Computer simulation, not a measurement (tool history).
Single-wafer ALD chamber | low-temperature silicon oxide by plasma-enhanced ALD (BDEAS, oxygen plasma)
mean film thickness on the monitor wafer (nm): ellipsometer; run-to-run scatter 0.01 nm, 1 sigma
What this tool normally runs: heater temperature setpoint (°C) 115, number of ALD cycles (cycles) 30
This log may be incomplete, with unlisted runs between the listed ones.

| run | hour | heater temperature setpoint (°C) | number of ALD cycles (cycles) | wafers since the last listed run | hours since the last thermocouple change | hours since the gauge calibration | read-back reference wafer on the same gauge, thickness_nm | mean film thickness on the monitor wafer (nm) |
|---|---|---|---|---|---|---|---|---|
| 1 | 0 | 112 | 33 | 0 | 2097.6 | 539.4 | 4.823 | 4.531 |
| 2 | 18.3 | 112 | 33 | 125 | 2115.9 | 557.7 | 4.82 | 4.53 |
| 3 | 40.3 | 112 | 33 | 151 | 2137.9 | 579.7 | 4.817 | 4.539 |
| 4 | 60.3 | 115 | 31 | 137 | 2157.9 | 599.7 | 4.819 | 4.224 |
| 5 | 91.7 | 115 | 33 | 216 | 2189.3 | 631.1 | 4.817 | 4.518 |
| 6 | 110.4 | 115 | 33 | 128 | 2208 | 649.8 | 4.815 | 4.483 |
| 7 | 128.3 | 115 | 30 | 123 | 2225.9 | 667.7 | 4.816 | 4.086 |
| 8 | 160.5 | 115 | 30 | 221 | 2258.1 | 699.9 | 4.81 | 4.091 |
| 9 | 190.5 | 115 | 30 | 206 | 2288.1 | 729.9 | 4.81 | 4.094 |
| 10 | 217.9 | 115 | 30 | 188 | 2315.5 | 757.3 | 4.81 | 4.1 |
| 11 | 236.2 | 115 | 30 | 125 | 2333.8 | 775.6 | 4.806 | 4.091 |
| 12 | 259.8 | 115 | 30 | 162 | 2357.4 | 799.2 | 4.81 | 4.097 |
| 13 | 293.7 | 115 | 30 | 233 | 2391.3 | 833.1 | 4.806 | 4.093 |
| 14 | 322.8 | 115 | 30 | 200 | 2420.4 | 862.2 | 4.808 | 4.092 |
| 15 | 349.6 | 115 | 30 | 184 | 2447.2 | 889 | 4.806 | 4.073 |
| 16 | 380 | 115 | 30 | 209 | 2477.6 | 919.4 | 4.806 | 4.08 |
| 17 | 412.6 | 109 | 30 | 224 | 2510.2 | 952 | 4.808 | 4.137 |
|  | 435.4 | gauge calibrated |
| 18 | 503.6 | 128 | 26 | 626 | 2601.2 | 68.2 | 4.89 | 3.528 |
| 19 | 529.3 | 120 | 30 | 176 | 2626.9 | 93.9 | 4.884 | 4.114 |
| 20 | 563.2 | 108 | 33 | 233 | 2660.8 | 127.8 | 4.871 | 4.629 |
| 21 | 588.1 | 121 | 26 | 171 | 2685.7 | 152.7 | 4.866 | 3.551 |
| 22 | 612.8 | 106 | 30 | 169 | 2710.4 | 177.4 | 4.861 | 4.219 |
| 23 | 626 | 115 | 30 | 90 | 2723.6 | 190.6 | 4.858 | 4.134 |
| 24 | 645.1 | 127 | 36 | 131 | 2742.7 | 209.7 | 4.858 | 4.852 |

Expected results for the next run?
|  | 671.2 | thermocouple changed; heater temperature recalibrated |
| 25 | 671.7 | 115 | 30 | 128 | 0.5 | 236.3 | ? | ? |

Run 25 measured read-back reference wafer on the same gauge, thickness_nm 4.85, mean film thickness on the monitor wafer (nm) 4.128.
Minus the tool's unlogged condition, the same run would have read mean film thickness on the monitor wafer (nm) 4.188.
